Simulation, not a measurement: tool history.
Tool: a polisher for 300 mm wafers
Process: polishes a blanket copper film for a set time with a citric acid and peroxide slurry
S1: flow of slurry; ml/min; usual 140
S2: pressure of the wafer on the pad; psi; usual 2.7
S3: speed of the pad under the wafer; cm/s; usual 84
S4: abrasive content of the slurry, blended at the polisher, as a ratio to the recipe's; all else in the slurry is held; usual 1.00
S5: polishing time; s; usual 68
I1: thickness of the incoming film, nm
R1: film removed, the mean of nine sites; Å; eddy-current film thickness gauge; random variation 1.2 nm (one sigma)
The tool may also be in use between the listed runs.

run	hour	S1	S2	S3	S4	S5	I1	R1
1	0.0	140	2.7	84	1.05	68	783.9	975
2	77.0	140	2.7	84	1.00	68	802.8	962
3	140.5	140	2.7	84	1.00	68	793.8	958
4	238.9	140	2.7	106	1.00	68	805.1	1200
5	344.1	140	2.7	106	1.00	68	798.5	1181
6	435.7	140	2.7	106	1.00	68	784.2	1074
7	478.8	125	2.7	84	1.00	74	789.1	901
8	582.7	125	2.7	84	1.00	74	792.7	914
9	633.8	175	2.7	84	1.00	68	788.9	875
10	693.3	175	2.7	84	1.00	68	781.4	986
11	774.7	175	2.7	84	1.00	68	790.7	1005
12	831.7	140	2.7	84	1.00	68	785.0	959
13	917.0	140	2.7	84	1.00	68	791.2	939
14	967.2	140	2.2	84	1.00	44	799.2	506
15	1010.7	140	2.7	84	1.00	68	791.5	931
16	1085.0	140	3.4	84	0.80	68	797.6	1178
17	1164.7	160	2.7	84	1.00	68	799.5	990
18	1258.3	140	2.7	84	1.00	68	803.0	944
19	1309.2	140	2.7	84	1.00	68	792.9	936
20	1402.0	175	2.7	84	1.00	68	786.8	1003
21	1479.8	140	3.0	84	1.00	68	780.0	1093
22	1519.4	180	3.1	84	0.85	88	780.0	1437
23	1566.3	140	2.7	62	1.00	88	788.8	925
24	1619.6	140	2.7	96	1.00	83	804.3	1340
25	1683.4	140	2.2	84	0.90	81	802.2	923
26	1722.4	140	2.7	54	1.00	68	776.1	619
27	1769.6	140	2.7	96	1.00	74	779.6	1247
28	1814.8	120	3.6	60	1.00	55	793.7	743
29	1856.0	155	2.7	74	1.00	68	785.8	860

Taken out of this log: 19 entries between the listed runs. Where each belongs, and how the hidden state differs across it:
Between runs 1 and 2: head pressure recalibrated (hour 69.3)
  removal rate lost through wear of the pad, %: 2.36 -> 4.06
  measured less the result without the state, R1: -23 -> -41 Å
Between runs 3 and 4: slurry nozzle cleaned (hour 225.4); slurry blender recalibrated (hour 230.8)
  removal rate lost through wear of the pad, %: 4.88 -> 5.58
  measured less the result without the state, R1: -49 -> -71 Å
Between runs 5 and 6: worn pad replaced by a new one (hour 382.7)
  removal rate lost through wear of the pad, %: 5.93 -> 12.6
  measured less the result without the state, R1: -74 -> -155 Å
Between runs 7 and 8: slurry blender recalibrated (hour 568.5)
  removal rate lost through wear of the pad, %: 13.7 -> 15.1
  measured less the result without the state, R1: -143 -> -163 Å
Between runs 8 and 9: slurry nozzle cleaned (hour 605.8)
  removal rate lost through wear of the pad, %: 15.1 -> 15.5
  measured less the result without the state, R1: -163 -> -161 Å
Between runs 9 and 10: worn pad replaced by a new one, repeated, since the last time left the tool worse (hour 652.8); head pressure recalibrated (hour 676.2)
  removal rate lost through wear of the pad, %: 15.5 -> 1.91
  measured less the result without the state, R1: -161 -> -20 Å
Between runs 14 and 15: slurry nozzle cleaned (hour 993.8); slurry blender recalibrated (hour 1010.2)
  removal rate lost through wear of the pad, %: 5.54 -> 5.69
  measured less the result without the state, R1: -29 -> -57 Å
Between runs 15 and 16: worn pad replaced by a new one (hour 1023.8)
  removal rate lost through wear of the pad, %: 5.69 -> 2.31
  measured less the result without the state, R1: -57 -> -28 Å
Between runs 16 and 17: head pressure recalibrated (hour 1161.9)
  removal rate lost through wear of the pad, %: 2.31 -> 3.92
  measured less the result without the state, R1: -28 -> -41 Å
Between runs 19 and 20: slurry nozzle cleaned (hour 1336.6); slurry blender recalibrated (hour 1367.0); worn pad replaced by a new one (hour 1386.5)
  removal rate lost through wear of the pad, %: 5.21 -> 1.03
  measured less the result without the state, R1: -52 -> -10 Å
Between runs 25 and 26: slurry blender recalibrated (hour 1706.8)
  removal rate lost through wear of the pad, %: 5.45 -> 5.6
  measured less the result without the state, R1: -53 -> -37 Å
Between runs 26 and 27: head pressure recalibrated (hour 1727.0); worn pad replaced by a new one (hour 1761.8); slurry nozzle cleaned (hour 1764.6)
  removal rate lost through wear of the pad, %: 5.6 -> 0.601
  measured less the result without the state, R1: -37 -> -8 Å
